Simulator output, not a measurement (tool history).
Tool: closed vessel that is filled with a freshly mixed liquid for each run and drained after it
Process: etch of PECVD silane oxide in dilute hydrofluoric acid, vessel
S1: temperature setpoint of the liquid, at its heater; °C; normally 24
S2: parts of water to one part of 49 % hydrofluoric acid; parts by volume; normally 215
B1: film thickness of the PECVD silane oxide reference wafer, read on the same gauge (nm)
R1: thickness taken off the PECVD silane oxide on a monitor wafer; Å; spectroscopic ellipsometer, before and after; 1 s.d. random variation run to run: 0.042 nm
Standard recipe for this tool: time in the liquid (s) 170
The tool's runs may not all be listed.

Run 1, hour 0: usual settings; B1 80.01. Result: R1 117 Å.
At hour 11.3: hydrofluoric acid flow meter replaced.
Run 2, hour 266.1: usual settings; B1 79.96. Result: R1 116.6 Å.
Run 3, hour 309.6: usual settings; B1 79.99. Result: R1 116.1 Å.
Run 4, hour 374.1: usual settings; B1 80.01. Result: R1 116.1 Å.
Run 5, hour 445: usual settings; B1 80.01. Result: R1 116 Å.
Run 6, hour 522.6: usual settings but S2 145 parts by volume; B1 80. Result: R1 185.9 Å.
Run 7, hour 605.2: usual settings but S2 175 parts by volume; B1 80.03. Result: R1 148.9 Å.
At hour 634.1: hydrofluoric acid flow meter replaced.
Run 8, hour 697.5: usual settings; B1 79.96. Result: R1 116.3 Å.
Run 9, hour 770.6: usual settings; B1 80.03. Result: R1 116.6 Å.
Run 10, hour 841.8: usual settings; B1 79.95. Result: R1 116.5 Å.
Run 11, hour 908.8: usual settings but S1 22 °C, S2 155 parts by volume; B1 80.04. Result: R1 159.7 Å.
Run 12, hour 1189: usual settings but S1 22 °C, S2 155 parts by volume; B1 80. Result: R1 159.4 Å.
Run 13, hour 1254: usual settings; B1 80.01. Result: R1 116.5 Å.
At hour 1297: gauge calibrated.
At hour 1303: hydrofluoric acid flow meter replaced.
Run 14, hour 1324.1: usual settings but S1 28 °C; B1 80. Result: R1 133.8 Å.
At hour 1341.4: thermometer replaced.
Run 15, hour 1412.6: usual settings; B1 80.03. Result: R1 117.2 Å.
Run 16, hour 1481.6: usual settings but S2 175 parts by volume; B1 80. Result: R1 149.8 Å.
Run 17, hour 1584: usual settings but S1 29 °C, S2 150 parts by volume, time in the liquid (s) 135; B1 79.98. Result: R1 172.1 Å.
Run 18, hour 1642.3: usual settings but S1 27 °C, S2 185 parts by volume, time in the liquid (s) 110; B1 80.05. Result: R1 100.8 Å.
Run 19, hour 1715.5: usual settings but S1 19.5 °C, time in the liquid (s) 200; B1 79.98. Result: R1 115.5 Å.
Run 20, hour 1793.4: usual settings but S2 285 parts by volume, time in the liquid (s) 265; B1 79.98. Result: R1 127.1 Å.
Run 21, hour 1849: usual settings but S2 145 parts by volume; B1 79.99. Result: R1 184.8 Å.
Run 22, hour 1903.7: usual settings; B1 80.02. Result: R1 116.8 Å.
At hour 1937.8: hydrofluoric acid flow meter replaced.
Run 23, hour 1971.9: usual settings; B1 79.93. Result: R1 115.4 Å.
Run 24, hour 2113.2: usual settings but S2 245 parts by volume; B1 79.98. Result: R1 99 Å.
Run 25, hour 2183.4: usual settings but S2 275 parts by volume, time in the liquid (s) 85; B1 80.02. Result: R1 42.7 Å.
Run 26, hour 2233.4: usual settings but S1 28.5 °C, S2 130 parts by volume, time in the liquid (s) 260; B1 79.97. Result: R1 383.2 Å.
Run 27, hour 2290.2: usual settings; B1 79.99. Result: R1 116.1 Å.
Run 28, hour 2385.6: usual settings but S1 25.5 °C, time in the liquid (s) 105; B1 79.97. Result: R1 75.6 Å.
Run 29, hour 2463.1: usual settings; B1 80. Result: R1 117.2 Å.
Run 30, hour 2512.1: usual settings but S1 27.5 °C, time in the liquid (s) 80; B1 80.03. Result: R1 62.6 Å.

The tool's hidden state at each run:
liquid hotter than its thermometer reads (K): 0, the same for each run
hydrofluoric acid flow below the setpoint (%): 0, the same for each run
gauge reads high (%): 0, the same for each run

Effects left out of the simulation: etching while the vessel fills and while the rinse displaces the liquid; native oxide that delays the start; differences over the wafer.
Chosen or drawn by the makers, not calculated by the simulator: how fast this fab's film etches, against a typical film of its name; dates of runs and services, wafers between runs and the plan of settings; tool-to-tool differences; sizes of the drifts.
